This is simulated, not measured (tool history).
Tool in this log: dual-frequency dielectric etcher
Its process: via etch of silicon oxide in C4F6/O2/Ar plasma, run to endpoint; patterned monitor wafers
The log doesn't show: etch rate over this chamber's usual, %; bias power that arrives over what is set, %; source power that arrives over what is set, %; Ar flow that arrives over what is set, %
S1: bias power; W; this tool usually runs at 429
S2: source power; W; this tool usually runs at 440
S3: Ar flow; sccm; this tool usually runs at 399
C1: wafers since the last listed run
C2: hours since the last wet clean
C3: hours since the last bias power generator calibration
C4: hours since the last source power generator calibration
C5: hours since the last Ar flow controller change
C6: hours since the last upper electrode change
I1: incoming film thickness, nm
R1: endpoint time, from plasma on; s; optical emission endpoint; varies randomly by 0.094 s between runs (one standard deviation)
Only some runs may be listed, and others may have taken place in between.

run     day   S1   S2   S3   C1     C2      C3      C4      C5      C6     I1    R1
  1   0.000  429  440  399    0  334.6  4109.9  3956.9  2069.6  3010.1  138.5  32.2
  2   1.067  429  440  399  244  360.2  4135.5  3982.5  2095.2  3035.7  138.6  32.1
  3   1.617  429  440  399  125  373.4  4148.7  3995.7  2108.4  3048.9  137.2  32.0
  4   2.675  429  440  399  242  398.8  4174.1  4021.1  2133.8  3074.3  137.1  31.8
  5   3.875  429  440  399  274  427.6  4202.9  4049.9  2162.6  3103.1  136.4  31.9
  6   4.525  429  440  399  148  443.2  4218.5  4065.5  2178.2  3118.7  137.3  32.1
  7   5.629  429  440  399  252  469.7  4245.0  4092.0  2204.7  3145.2  136.8  32.1
      8.750  -- wet clean of the chamber
  8   9.304  429  440  399  612   13.3  4333.2  4180.2  2292.9  3233.4  137.3  31.4
  9  10.108  429  440  399  184   32.6  4352.5  4199.5  2312.2  3252.7  135.4  30.9
 10  11.254  429  440  399  262   60.1  4380.0  4227.0  2339.7  3280.2  137.2  31.5
 11  12.454  429  440  377  274   88.9  4408.8  4255.8  2368.5  3309.0  137.7  31.1
     13.421  -- source power generator calibrated
 12  13.679  429  440  377  242  118.3  4438.2     6.2  2397.9  3338.4  137.8  31.3
 13  14.208  429  440  377  121  131.0  4450.9    18.9  2410.6  3351.1  137.6  31.6
 14  15.212  429  530  361  229  155.1  4475.0    43.0  2434.7  3375.2  138.9  29.3
 15  16.221  429  390  437  230  179.3  4499.2    67.2  2458.9  3399.4  135.3  33.2
 16  17.625  458  380  435  321  213.0  4532.9   100.9  2492.6  3433.1  136.6  33.4
     19.117  -- upper electrode replaced
 17  19.138  429  440  377  117  249.3  4569.2   137.2  2528.9     0.5  136.2  31.4
 18  19.308  429  440  399   39  253.4  4573.3   141.3  2533.0     4.6  137.2  31.9
 19  20.208  429  440  399  205  275.0  4594.9   162.9  2554.6    26.2  136.3  31.5
     20.650  -- bias power generator calibrated
     20.812  -- Ar flow controller replaced
 20  21.171  429  440  358  145  298.1    12.5   186.0     8.6    49.3  137.7  31.6
 21  22.721  429  440  399  354  335.3    49.7   223.2    45.8    86.5  136.6  31.8
 22  23.558  397  440  399  191  355.4    69.8   243.3    65.9   106.6  137.9  32.8
 23  24.992  429  440  484  327  389.8   104.2   277.7   100.3   141.0  137.1  32.8
 24  26.258  429  440  399  289  420.2   134.6   308.1   130.7   171.4  136.8  32.1
 25  27.083  429  520  399  188  440.0   154.4   327.9   150.5   191.2  137.3  30.2
 26  27.967  391  440  374  202  461.2   175.6   349.1   171.7   212.4  136.4  32.6

Each row is a separate what-if for the run after 26, all from the same tool condition, not one after another. Results?
  A  27.983  383  440  399   3  461.6  176.0  349.5  172.1  212.8  137.9   ?
  B  27.983  429  520  498   3  461.6  176.0  349.5  172.1  212.8  137.9   ?
  C  27.983  533  440  321   3  461.6  176.0  349.5  172.1  212.8  137.9   ?

run    R1
  A  33.3
  B  31.2
  C  29.7
Stripped of hidden state, with their random variation kept, the same runs would have yielded:
run    R1
  A  32.3
  B  30.3
  C  28.8

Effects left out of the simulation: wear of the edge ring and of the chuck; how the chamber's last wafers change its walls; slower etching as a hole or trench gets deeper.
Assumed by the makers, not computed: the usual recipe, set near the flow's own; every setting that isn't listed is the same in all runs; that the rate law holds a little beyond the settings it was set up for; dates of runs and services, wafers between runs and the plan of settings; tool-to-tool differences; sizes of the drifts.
